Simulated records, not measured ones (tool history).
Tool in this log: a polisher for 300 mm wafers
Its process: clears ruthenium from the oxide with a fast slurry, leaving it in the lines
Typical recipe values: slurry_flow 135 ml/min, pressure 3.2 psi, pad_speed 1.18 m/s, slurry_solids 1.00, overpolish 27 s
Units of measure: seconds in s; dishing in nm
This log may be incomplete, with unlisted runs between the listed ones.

run    hour  slurry_flow  pressure  pad_speed  slurry_solids  overpolish  wafers since the last listed run  wafers polished on this pad  hours since the slurry nozzle was cleaned  hours since the head pressure was calibrated  hours since the slurry blender was calibrated  incoming thickness of the incoming film, nm  seconds  dishing
  1     0.0          135       3.2       0.86           1.00          27                                 0                          528                                      120.1                                         291.2                                          359.2                                        325.4     69.9     73.5
  2    84.0          135       3.2       0.86           1.00          27                               628                         1157                                      204.1                                         375.2                                          443.2                                        320.0     69.2     74.2
  3   176.7          135       3.2       0.86           1.00          27                               694                         1851                                      296.8                                         467.9                                          535.9                                        320.1     72.7     70.4
  4   261.5          160       3.2       1.18           1.00          27                               634                         2486                                      381.6                                         552.7                                          620.7                                        324.8     58.9     80.2
  5   308.1          160       3.2       1.18           1.00          27                               348                         2834                                      428.2                                         599.3                                          667.3                                        318.3     59.2     78.5
      384.9  -- slurry blender recalibrated
  6   410.1          135       3.2       0.76           1.00          27                               748                         3583                                      530.2                                         701.3                                           25.2                                        314.3     80.2     64.2
  7   453.6          135       3.2       1.18           1.00          21                               325                         3909                                      573.7                                         744.8                                           68.7                                        316.9     62.0     65.4
  8   544.3          135       2.8       1.18           1.00          27                               679                         4588                                      664.4                                         835.5                                          159.4                                        325.4     73.1     71.4
  9   588.5           90       3.2       1.18           0.75          27                               330                         4919                                      708.6                                         879.7                                          203.6                                        320.7     92.4     64.0
      615.9  -- slurry nozzle cleaned
 10   647.5          105       3.2       1.18           1.10          32                               434                         5353                                       31.6                                         938.7                                          262.6                                        319.0     59.2     84.6
 11   705.2          135       3.2       1.46           1.00          27                               431                         5785                                       89.3                                         996.4                                          320.3                                        320.8     52.9     82.2
      737.6  -- worn pad replaced by a new one
 12   773.9          135       4.1       1.04           0.80          27                               484                          271                                      158.0                                        1065.1                                          389.0                                        316.5     54.3     81.3
 13   879.3          135       3.2       1.18           1.00          27                               789                         1060                                      263.4                                        1170.5                                          494.4                                        314.6     55.7     79.8
 14   917.3          135       4.1       1.04           0.80          27                               284                         1345                                      301.4                                        1208.5                                          532.4                                        316.4     57.8     77.9
 15   991.9          100       3.6       1.56           1.00          27                               558                         1903                                      376.0                                        1283.1                                          607.0                                        315.6     48.1     84.6
     1001.4  -- head pressure recalibrated
     1177.9  -- slurry blender recalibrated
 16  1297.1          135       3.2       1.18           1.00          27                              2254                         4158                                      681.2                                         295.7                                          119.2                                        318.7     67.7     74.5
 17  1382.1          135       3.2       1.18           1.00          27                               636                         4795                                      766.2                                         380.7                                          204.2                                        319.5     66.2     73.8
     1439.2  -- slurry nozzle cleaned
 18  1473.9          135       3.2       1.18           1.00          27                               679                         5474                                       34.7                                         472.5                                          296.0                                        324.0     60.7     79.7
     1515.7  -- worn pad replaced by a new one
 19  1566.9          135       3.2       0.88           1.00          27                               666                          382                                      127.7                                         565.5                                          389.0                                        318.4     66.0     76.4
 20  1603.6          120       3.2       1.18           1.10          16                               274                          657                                      164.4                                         602.2                                          425.7                                        326.0     53.7     60.7
 21  1789.3          135       3.2       1.18           1.00          27                              1390                         2047                                      350.1                                         787.9                                          611.4                                        327.0     59.9     78.0
 22  1859.4          135       3.2       1.18           1.00          27                               524                         2572                                      420.2                                         858.0                                          681.5                                        320.3     60.3     79.0
     1887.5  -- slurry blender recalibrated
 23  1915.7          135       3.2       1.18           0.70          27                               406                         2979                                      476.5                                         914.3                                           28.2                                        319.7     71.9     70.1
 24  2009.9          150       2.1       1.58           0.70          27                               705                         3684                                      570.7                                        1008.5                                          122.4                                        320.3     79.3     68.3
 25  2061.2          160       3.2       1.18           1.00          27                               384                         4068                                      622.0                                        1059.8                                          173.7                                        317.7     60.2     78.7
     2134.4  -- head pressure recalibrated
 26  2154.7          170       3.8       1.32           0.85          27                               685                         4753                                      715.5                                          20.3                                          267.2                                        315.1     53.3     82.3
     2196.2  -- worn pad replaced by a new one
 27  2254.4          135       3.2       1.18           0.85          27                               716                          435                                      815.2                                         120.0                                          366.9                                        325.1     65.4     78.5
     2282.5  -- slurry nozzle cleaned
 28  2341.6          135       4.3       1.18           1.00          27                               645                         1081                                       59.1                                         207.2                                          454.1                                        318.4     42.7     87.9

Difference, measured minus no-hidden-state, one row per run. Run-to-run variation is common to both terms; the gauge's own scatter need not be:
Hidden state at play: removal rate lost through wear of the pad, %; slurry flow missing at the pad, %; deviation of the head's pressure from its setpoint, %; abrasive missing from the slurry, %.
run  seconds  dishing
  1     +4.7     -2.6
  2     +7.0     -4.0
  3     +9.6     -5.2
  4     +8.5     -5.4
  5     +9.2     -5.7
  6    +15.5     -7.8
  7    +12.5     -8.4
  8    +16.1     -9.0
  9    +24.8    -11.8
 10     +8.1     -4.5
 11     +8.3     -5.3
 12     +4.3     -2.8
 13     +6.5     -4.2
 14     +7.4     -4.7
 15     +8.4     -5.7
 16    +14.6     -8.4
 17    +15.3     -9.1
 18     +8.8     -5.5
 19     +3.3     -1.8
 20     +3.7     -2.6
 21     +7.4     -4.5
 22     +8.6     -5.3
 23    +11.1     -6.2
 24    +13.2     -6.9
 25    +10.4     -6.5
 26     +9.8     -6.4
 27     +8.0     -4.7
 28     +1.9     -1.2
